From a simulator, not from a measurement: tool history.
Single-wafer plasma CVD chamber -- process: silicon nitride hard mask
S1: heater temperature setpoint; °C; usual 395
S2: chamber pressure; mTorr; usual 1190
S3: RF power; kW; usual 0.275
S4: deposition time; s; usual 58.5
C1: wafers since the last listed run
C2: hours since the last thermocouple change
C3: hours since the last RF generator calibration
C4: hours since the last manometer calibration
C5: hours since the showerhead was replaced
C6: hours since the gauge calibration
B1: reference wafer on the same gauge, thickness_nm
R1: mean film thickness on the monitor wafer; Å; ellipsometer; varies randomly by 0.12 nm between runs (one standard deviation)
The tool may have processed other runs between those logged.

run 1 day=0 | S1=391 S2=1020 S3=0.275 S4=58.5 | C1=0 C2=282.5 C3=861.4 C4=568.4 C5=3813.7 C6=793.2 | B1=49.377 | R1=544.01
run 2 day=3.292 | S1=391 S2=1020 S3=0.275 S4=58.5 | C1=1355 C2=361.5 C3=940.4 C4=647.4 C5=3892.7 C6=872.2 | B1=49.386 | R1=540.66
run 3 day=5.333 | S1=391 S2=1020 S3=0.275 S4=58.5 | C1=840 C2=410.5 C3=989.4 C4=696.4 C5=3941.7 C6=921.2 | B1=49.411 | R1=542.78
run 4 day=6.883 | S1=395 S2=1190 S3=0.275 S4=64.7 | C1=638 C2=447.7 C3=1026.6 C4=733.6 C5=3978.9 C6=958.4 | B1=49.378 | R1=636.74
run 5 day=10.496 | S1=395 S2=1190 S3=0.275 S4=58.5 | C1=1487 C2=534.4 C3=1113.3 C4=820.3 C5=4065.6 C6=1045.1 | B1=49.429 | R1=575.8
run 6 day=14.496 | S1=395 S2=1190 S3=0.275 S4=58.5 | C1=1647 C2=630.4 C3=1209.3 C4=916.3 C5=4161.6 C6=1141.1 | B1=49.385 | R1=575.94
run 7 day=17.783 | S1=395 S2=1190 S3=0.275 S4=58.5 | C1=1353 C2=709.3 C3=1288.2 C4=995.2 C5=4240.5 C6=1220 | B1=49.43 | R1=573.43
run 8 day=20.604 | S1=395 S2=1190 S3=0.275 S4=58.5 | C1=1161 C2=777 C3=1355.9 C4=1062.9 C5=4308.2 C6=1287.7 | B1=49.379 | R1=571.82
run 9 day=22.704 | S1=395 S2=1190 S3=0.285 S4=58.5 | C1=864 C2=827.4 C3=1406.3 C4=1113.3 C5=4358.6 C6=1338.1 | B1=49.351 | R1=583.39
run 10 day=26.4 | S1=395 S2=1190 S3=0.275 S4=56.1 | C1=1522 C2=916.1 C3=1495 C4=1202 C5=4447.3 C6=1426.8 | B1=49.42 | R1=548.73
run 11 day=30.558 | S1=395 S2=1190 S3=0.275 S4=56.1 | C1=1712 C2=1015.9 C3=1594.8 C4=1301.8 C5=4547.1 C6=1526.6 | B1=49.374 | R1=547.38
run 12 day=33.554 | S1=395 S2=1320 S3=0.275 S4=58.5 | C1=1233 C2=1087.8 C3=1666.7 C4=1373.7 C5=4619 C6=1598.5 | B1=49.378 | R1=592.14
run 13 day=35.658 | S1=395 S2=1190 S3=0.285 S4=58.5 | C1=866 C2=1138.3 C3=1717.2 C4=1424.2 C5=4669.5 C6=1649 | B1=49.396 | R1=581.29
run 14 day=38.192 | S1=395 S2=1190 S3=0.275 S4=58.5 | C1=1043 C2=1199.1 C3=1778 C4=1485 C5=4730.3 C6=1709.8 | B1=49.421 | R1=569.07
run 15 day=41.921 | S1=402 S2=1000 S3=0.305 S4=53.2 | C1=1535 C2=1288.6 C3=1867.5 C4=1574.5 C5=4819.8 C6=1799.3 | B1=49.423 | R1=506.64
run 16 day=45.908 | S1=395 S2=1340 S3=0.23 S4=66.2 | C1=1642 C2=1384.3 C3=1963.2 C4=1670.2 C5=4915.5 C6=1895 | B1=49.433 | R1=609.28
-- day=46.367 gauge calibrated
-- day=47.546 capacitance manometer re-zeroed and calibrated
-- day=47.825 showerhead replaced
-- day=48.733 thermocouple changed; heater temperature recalibrated
run 17 day=48.754 | S1=395 S2=1190 S3=0.275 S4=58.5 | C1=782 C2=0.5 C3=2031.5 C4=29 C5=22.3 C6=57.3 | B1=49.416 | R1=566.61
run 18 day=52.321 | S1=395 S2=1460 S3=0.275 S4=58.5 | C1=1468 C2=86.1 C3=2117.1 C4=114.6 C5=107.9 C6=142.9 | B1=49.469 | R1=610.56
run 19 day=56.029 | S1=395 S2=1190 S3=0.275 S4=58.5 | C1=1527 C2=175.1 C3=2206.1 C4=203.6 C5=196.9 C6=231.9 | B1=49.41 | R1=564.41
-- day=58.575 RF generator calibrated
run 20 day=58.596 | S1=395 S2=1190 S3=0.235 S4=48.2 | C1=919 C2=236.7 C3=0.5 C4=265.2 C5=258.5 C6=293.5 | B1=49.43 | R1=436.47
run 21 day=60.462 | S1=400 S2=1380 S3=0.275 S4=55.3 | C1=768 C2=281.5 C3=45.3 C4=310 C5=303.3 C6=338.3 | B1=49.364 | R1=574.76
run 22 day=62.875 | S1=395 S2=1110 S3=0.325 S4=58.5 | C1=993 C2=339.4 C3=103.2 C4=367.9 C5=361.2 C6=396.2 | B1=49.377 | R1=613.06
run 23 day=65.071 | S1=395 S2=1190 S3=0.275 S4=63.9 | C1=904 C2=392.1 C3=155.9 C4=420.6 C5=413.9 C6=448.9 | B1=49.42 | R1=630.73
run 24 day=70.692 | S1=405 S2=1440 S3=0.295 S4=63.7 | C1=2314 C2=527 C3=290.8 C4=555.5 C5=548.8 C6=583.8 | B1=49.416 | R1=696.86
run 25 day=74 | S1=395 S2=1190 S3=0.275 S4=58.5 | C1=1362 C2=606.4 C3=370.2 C4=634.9 C5=628.2 C6=663.2 | B1=49.372 | R1=576.14

Selected run-to-run steps in R1, each split into two signed amounts: the part the tool would show with no hidden state at all (from settings, incoming material and random variation), and the remainder, which goes to the hidden state together with any gauge scatter not common to the measured and the hidden-state-free results:
What the log doesn't record here: wafer temperature above the value expected at the setpoint (K); delivered RF power above the setpoint (%); true pressure above the setpoint (%); gauge reads high (%).
Run 15 -> 16: S1 402 -> 395, S2 1000 -> 1340, S3 0.305 -> 0.23, S4 53.2 -> 66.2. R1 +102.64 Å: hidden state -3.56, all else +106.2.
Run 19 -> 20: S3 0.275 -> 0.235, S4 58.5 -> 48.2, RF generator calibrated. R1 -127.94 Å: hidden state +13.81, all else -141.75.
Run 20 -> 21: S1 395 -> 400, S2 1190 -> 1380, S3 0.235 -> 0.275, S4 48.2 -> 55.3. R1 +138.29 Å: hidden state -0.32, all else +138.61.
